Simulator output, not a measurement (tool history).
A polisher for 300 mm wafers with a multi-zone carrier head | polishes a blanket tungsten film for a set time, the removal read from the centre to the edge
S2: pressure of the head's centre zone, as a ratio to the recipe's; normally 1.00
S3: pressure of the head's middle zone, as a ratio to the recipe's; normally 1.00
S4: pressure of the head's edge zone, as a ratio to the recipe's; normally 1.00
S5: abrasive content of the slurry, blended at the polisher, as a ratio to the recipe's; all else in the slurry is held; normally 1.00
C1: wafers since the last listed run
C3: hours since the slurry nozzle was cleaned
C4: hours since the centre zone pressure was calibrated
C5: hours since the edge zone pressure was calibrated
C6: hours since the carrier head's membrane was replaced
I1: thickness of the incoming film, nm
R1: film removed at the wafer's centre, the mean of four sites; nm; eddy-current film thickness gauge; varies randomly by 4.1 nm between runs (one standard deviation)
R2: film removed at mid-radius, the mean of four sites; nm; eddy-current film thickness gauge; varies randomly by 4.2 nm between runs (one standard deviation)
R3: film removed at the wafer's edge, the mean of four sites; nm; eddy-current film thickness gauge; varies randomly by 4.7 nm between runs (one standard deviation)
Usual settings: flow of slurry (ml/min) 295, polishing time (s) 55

run 1 day=0.000 | flow_of_slurry_(ml/min)=295 S2=1.00 S3=1.00 S4=1.00 S5=1.15 polishing_time_(s)=55 | C1=0 wafers_polished_on_this_pad=2483 C3=428.0 C4=783.1 C5=355.3 C6=1093.7 | I1=956.5 | R1=359.3 R2=325.8 R3=318.6
-- day=1.367 edge zone pressure recalibrated
run 2 day=1.933 | flow_of_slurry_(ml/min)=295 S2=1.00 S3=1.00 S4=1.00 S5=1.00 polishing_time_(s)=55 | C1=450 wafers_polished_on_this_pad=2933 C3=474.4 C4=829.5 C5=13.6 C6=1140.1 | I1=937.0 | R1=344.5 R2=306.5 R3=313.8
-- day=2.896 centre zone pressure recalibrated
-- day=3.171 slurry nozzle cleaned
run 3 day=3.358 | flow_of_slurry_(ml/min)=295 S2=1.00 S3=1.00 S4=1.00 S5=1.00 polishing_time_(s)=55 | C1=316 wafers_polished_on_this_pad=3250 C3=4.5 C4=11.1 C5=47.8 C6=1174.3 | I1=948.0 | R1=318.2 R2=312.7 R3=316.1
-- day=4.558 worn pad replaced by a new one
run 4 day=5.758 | flow_of_slurry_(ml/min)=295 S2=1.00 S3=1.00 S4=1.00 S5=1.00 polishing_time_(s)=55 | C1=544 wafers_polished_on_this_pad=292 C3=62.1 C4=68.7 C5=105.4 C6=1231.9 | I1=943.2 | R1=327.0 R2=306.2 R3=313.8
run 5 day=8.454 | flow_of_slurry_(ml/min)=295 S2=1.00 S3=1.00 S4=1.00 S5=1.00 polishing_time_(s)=55 | C1=656 wafers_polished_on_this_pad=949 C3=126.8 C4=133.4 C5=170.1 C6=1296.6 | I1=952.6 | R1=328.6 R2=313.6 R3=309.8
run 6 day=9.462 | flow_of_slurry_(ml/min)=295 S2=1.00 S3=1.00 S4=1.00 S5=1.00 polishing_time_(s)=55 | C1=245 wafers_polished_on_this_pad=1195 C3=151.0 C4=157.6 C5=194.3 C6=1320.8 | I1=955.2 | R1=321.1 R2=311.7 R3=308.9
run 7 day=11.267 | flow_of_slurry_(ml/min)=295 S2=1.00 S3=1.09 S4=0.89 S5=1.00 polishing_time_(s)=55 | C1=439 wafers_polished_on_this_pad=1634 C3=194.3 C4=200.9 C5=237.6 C6=1364.1 | I1=932.2 | R1=322.7 R2=345.3 R3=300.4
run 8 day=12.450 | flow_of_slurry_(ml/min)=295 S2=1.08 S3=1.00 S4=1.05 S5=0.75 polishing_time_(s)=62 | C1=288 wafers_polished_on_this_pad=1923 C3=222.7 C4=229.3 C5=266.0 C6=1392.5 | I1=938.2 | R1=358.9 R2=322.3 R3=333.9
run 9 day=15.308 | flow_of_slurry_(ml/min)=295 S2=1.00 S3=1.00 S4=1.00 S5=0.90 polishing_time_(s)=55 | C1=696 wafers_polished_on_this_pad=2619 C3=291.3 C4=297.9 C5=334.6 C6=1461.1 | I1=945.1 | R1=324.8 R2=304.5 R3=302.3
-- day=15.804 edge zone pressure recalibrated
run 10 day=16.792 | flow_of_slurry_(ml/min)=295 S2=1.00 S3=1.00 S4=1.00 S5=1.00 polishing_time_(s)=55 | C1=341 wafers_polished_on_this_pad=2960 C3=326.9 C4=333.5 C5=23.7 C6=1496.7 | I1=959.7 | R1=334.2 R2=317.8 R3=311.0
-- day=18.788 worn pad replaced by a new one
run 11 day=18.808 | flow_of_slurry_(ml/min)=295 S2=1.00 S3=1.00 S4=1.00 S5=1.00 polishing_time_(s)=55 | C1=450 wafers_polished_on_this_pad=4 C3=375.3 C4=381.9 C5=72.1 C6=1545.1 | I1=928.7 | R1=322.8 R2=317.5 R3=319.9
run 12 day=21.308 | flow_of_slurry_(ml/min)=400 S2=1.00 S3=0.95 S4=1.00 S5=1.00 polishing_time_(s)=48 | C1=609 wafers_polished_on_this_pad=613 C3=435.3 C4=441.9 C5=132.1 C6=1605.1 | I1=945.7 | R1=300.0 R2=270.5 R3=278.7
-- day=22.433 slurry nozzle cleaned
-- day=26.654 carrier head's membrane replaced by a new one
run 13 day=28.167 | flow_of_slurry_(ml/min)=250 S2=1.00 S3=0.91 S4=1.10 S5=0.80 polishing_time_(s)=55 | C1=1610 wafers_polished_on_this_pad=2223 C3=137.6 C4=606.5 C5=296.7 C6=36.3 | I1=942.3 | R1=309.6 R2=267.8 R3=298.7
-- day=30.333 worn pad replaced by a new one
run 14 day=31.067 | flow_of_slurry_(ml/min)=330 S2=1.00 S3=0.92 S4=1.00 S5=1.00 polishing_time_(s)=55 | C1=665 wafers_polished_on_this_pad=178 C3=207.2 C4=676.1 C5=366.3 C6=105.9 | I1=930.9 | R1=347.4 R2=294.1 R3=323.2
run 15 day=33.846 | flow_of_slurry_(ml/min)=350 S2=1.00 S3=1.00 S4=1.10 S5=1.00 polishing_time_(s)=73 | C1=677 wafers_polished_on_this_pad=855 C3=273.9 C4=742.8 C5=433.0 C6=172.6 | I1=930.6 | R1=455.1 R2=422.5 R3=432.1
-- day=34.283 edge zone pressure recalibrated
run 16 day=34.883 | flow_of_slurry_(ml/min)=340 S2=0.88 S3=1.00 S4=1.00 S5=1.00 polishing_time_(s)=40 | C1=232 wafers_polished_on_this_pad=1087 C3=298.8 C4=767.7 C5=14.4 C6=197.5 | I1=927.0 | R1=236.8 R2=229.3 R3=231.2
run 17 day=36.917 | flow_of_slurry_(ml/min)=295 S2=1.00 S3=1.00 S4=1.00 S5=1.00 polishing_time_(s)=55 | C1=495 wafers_polished_on_this_pad=1583 C3=347.6 C4=816.5 C5=63.2 C6=246.3 | I1=937.5 | R1=342.9 R2=317.3 R3=318.2
-- day=38.192 slurry nozzle cleaned
run 18 day=39.396 | flow_of_slurry_(ml/min)=295 S2=1.00 S3=1.00 S4=1.00 S5=1.00 polishing_time_(s)=55 | C1=593 wafers_polished_on_this_pad=2177 C3=28.9 C4=876.0 C5=122.7 C6=305.8 | I1=938.6 | R1=348.8 R2=317.6 R3=312.1
run 19 day=41.517 | flow_of_slurry_(ml/min)=295 S2=1.00 S3=1.00 S4=1.00 S5=1.00 polishing_time_(s)=49 | C1=516 wafers_polished_on_this_pad=2693 C3=79.8 C4=926.9 C5=173.6 C6=356.7 | I1=929.9 | R1=318.8 R2=275.9 R3=284.9
run 20 day=42.621 | flow_of_slurry_(ml/min)=335 S2=1.10 S3=0.90 S4=1.00 S5=1.00 polishing_time_(s)=55 | C1=269 wafers_polished_on_this_pad=2963 C3=106.3 C4=953.4 C5=200.1 C6=383.2 | I1=933.7 | R1=377.9 R2=293.2 R3=312.5
-- day=43.083 worn pad replaced by a new one
run 21 day=44.108 | flow_of_slurry_(ml/min)=220 S2=0.94 S3=0.89 S4=1.00 S5=1.00 polishing_time_(s)=71 | C1=321 wafers_polished_on_this_pad=250 C3=142.0 C4=989.1 C5=235.8 C6=418.9 | I1=946.2 | R1=416.6 R2=349.5 R3=384.6
run 22 day=46.329 | flow_of_slurry_(ml/min)=295 S2=1.00 S3=1.00 S4=1.00 S5=1.00 polishing_time_(s)=41 | C1=541 wafers_polished_on_this_pad=791 C3=195.3 C4=1042.4 C5=289.1 C6=472.2 | I1=951.7 | R1=270.6 R2=227.4 R3=235.2

List, for all runs, the conditions of the tool that the log does not record:
removal rate lost through wear of the pad, %: 0 in every run
slurry flow missing at the pad, %: 0 in every run
deviation of the edge zone's pressure from its setpoint, %: 0 in every run
H1: deviation of the centre zone's pressure from its setpoint, %
run=1 H1=10.5
run=2 H1=11
run=3 H1=1.3
run=4 H1=2.01
run=5 H1=2.81
run=6 H1=3.11
run=7 H1=3.65
run=8 H1=4
run=9 H1=4.85
run=10 H1=5.29
run=11 H1=5.89
run=12 H1=6.63
run=13 H1=8.67
run=14 H1=9.53
run=15 H1=10.4
run=16 H1=10.7
run=17 H1=11.3
run=18 H1=12
run=19 H1=12.6
run=20 H1=13
run=21 H1=13.4
run=22 H1=14.1
